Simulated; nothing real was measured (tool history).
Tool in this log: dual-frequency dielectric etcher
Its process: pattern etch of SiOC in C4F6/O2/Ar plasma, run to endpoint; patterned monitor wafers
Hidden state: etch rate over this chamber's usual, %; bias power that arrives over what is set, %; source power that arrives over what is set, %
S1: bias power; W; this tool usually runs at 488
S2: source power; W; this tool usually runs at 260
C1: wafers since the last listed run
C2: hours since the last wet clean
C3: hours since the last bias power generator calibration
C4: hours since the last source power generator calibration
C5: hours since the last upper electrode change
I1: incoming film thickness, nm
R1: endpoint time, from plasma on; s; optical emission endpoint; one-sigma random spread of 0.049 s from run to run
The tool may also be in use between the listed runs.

Run 1, hour 0.0: usual settings but S1 577 W; C1 0; C2 168.4; C3 2129.2; C4 1809.9; C5 1126.7; I1 39.17. Result: R1 15.9 s.
Run 2, hour 71.6: usual settings but S1 577 W; C1 1221; C2 240.0; C3 2200.8; C4 1881.5; C5 1198.3; I1 38.86. Result: R1 15.7 s.
Run 3, hour 160.3: usual settings but S1 577 W; C1 1512; C2 328.7; C3 2289.5; C4 1970.2; C5 1287.0; I1 39.34. Result: R1 16.0 s.
Run 4, hour 251.0: usual settings but S2 240 W; C1 1546; C2 419.4; C3 2380.2; C4 2060.9; C5 1377.7; I1 39.42. Result: R1 17.8 s.
Run 5, hour 349.1: usual settings but S2 240 W; C1 1673; C2 517.5; C3 2478.3; C4 2159.0; C5 1475.8; I1 39.13. Result: R1 17.8 s.
Run 6, hour 393.2: usual settings but S2 240 W; C1 752; C2 561.6; C3 2522.4; C4 2203.1; C5 1519.9; I1 39.13. Result: R1 17.9 s.
At hour 447.7: wet clean of the chamber.
Run 7, hour 473.8: usual settings; C1 965; C2 26.1; C3 2603.0; C4 2283.7; C5 1600.5; I1 39.28. Result: R1 17.0 s.
Run 8, hour 517.4: usual settings; C1 743; C2 69.7; C3 2646.6; C4 2327.3; C5 1644.1; I1 39.03. Result: R1 16.8 s.
Run 9, hour 581.0: usual settings; C1 1084; C2 133.3; C3 2710.2; C4 2390.9; C5 1707.7; I1 39.32. Result: R1 16.9 s.
Run 10, hour 627.9: usual settings; C1 799; C2 180.2; C3 2757.1; C4 2437.8; C5 1754.6; I1 39.66. Result: R1 17.2 s.
At hour 756.5: upper electrode replaced.
Run 11, hour 757.0: usual settings but S1 519 W; C1 1792; C2 309.3; C3 2886.2; C4 2566.9; C5 0.5; I1 39.16. Result: R1 16.7 s.
Run 12, hour 809.4: usual settings but S2 230 W; C1 893; C2 361.7; C3 2938.6; C4 2619.3; C5 52.9; I1 39.55. Result: R1 18.1 s.
At hour 867.7: bias power generator calibrated.
Run 13, hour 879.6: usual settings but S1 568 W; C1 1129; C2 431.9; C3 11.9; C4 2689.5; C5 123.1; I1 39.33. Result: R1 16.0 s.
At hour 910.0: source power generator calibrated.
Run 14, hour 923.0: usual settings but S1 575 W, S2 310 W; C1 671; C2 475.3; C3 55.3; C4 13.0; C5 166.5; I1 39.13. Result: R1 15.0 s.
Run 15, hour 995.3: usual settings but S2 280 W; C1 1233; C2 547.6; C3 127.6; C4 85.3; C5 238.8; I1 39.09. Result: R1 16.6 s.
Run 16, hour 1045.3: usual settings; C1 852; C2 597.6; C3 177.6; C4 135.3; C5 288.8; I1 39.49. Result: R1 17.3 s.
Run 17, hour 1086.8: usual settings but S2 210 W; C1 707; C2 639.1; C3 219.1; C4 176.8; C5 330.3; I1 39.59. Result: R1 18.7 s.
At hour 1154.0: wet clean of the chamber.
Run 18, hour 1157.8: usual settings but S1 565 W, S2 280 W; C1 801; C2 3.8; C3 290.1; C4 247.8; C5 401.3; I1 39.24. Result: R1 15.0 s.
Run 19, hour 1198.0: usual settings but S1 555 W, S2 220 W; C1 685; C2 44.0; C3 330.3; C4 288.0; C5 441.5; I1 39.30. Result: R1 16.6 s.
Run 20, hour 1309.8: usual settings but S1 548 W, S2 200 W; C1 1906; C2 155.8; C3 442.1; C4 399.8; C5 553.3; I1 39.42. Result: R1 17.5 s.
Run 21, hour 1401.9: usual settings; C1 1570; C2 247.9; C3 534.2; C4 491.9; C5 645.4; I1 39.39. Result: R1 16.8 s.

Branching from run 21: 3 alternative next runs. What would each branch give?
Run A, hour 1402.3: usual settings but S1 599 W; C1 6; C2 248.3; C3 534.6; C4 492.3; C5 645.8; I1 39.24. Result: R1 ?.
Run B, hour 1402.3: usual settings but S1 558 W, S2 240 W; C1 6; C2 248.3; C3 534.6; C4 492.3; C5 645.8; I1 39.24. Result: R1 ?.
Run C, hour 1402.3: usual settings but S2 300 W; C1 6; C2 248.3; C3 534.6; C4 492.3; C5 645.8; I1 39.24. Result: R1 ?.

run    R1
  A  15.4
  B  16.3
  C  15.9
Stripped of hidden state, with their random variation kept, the same runs would have yielded:
run    R1
  A  15.2
  B  16.1
  C  15.6

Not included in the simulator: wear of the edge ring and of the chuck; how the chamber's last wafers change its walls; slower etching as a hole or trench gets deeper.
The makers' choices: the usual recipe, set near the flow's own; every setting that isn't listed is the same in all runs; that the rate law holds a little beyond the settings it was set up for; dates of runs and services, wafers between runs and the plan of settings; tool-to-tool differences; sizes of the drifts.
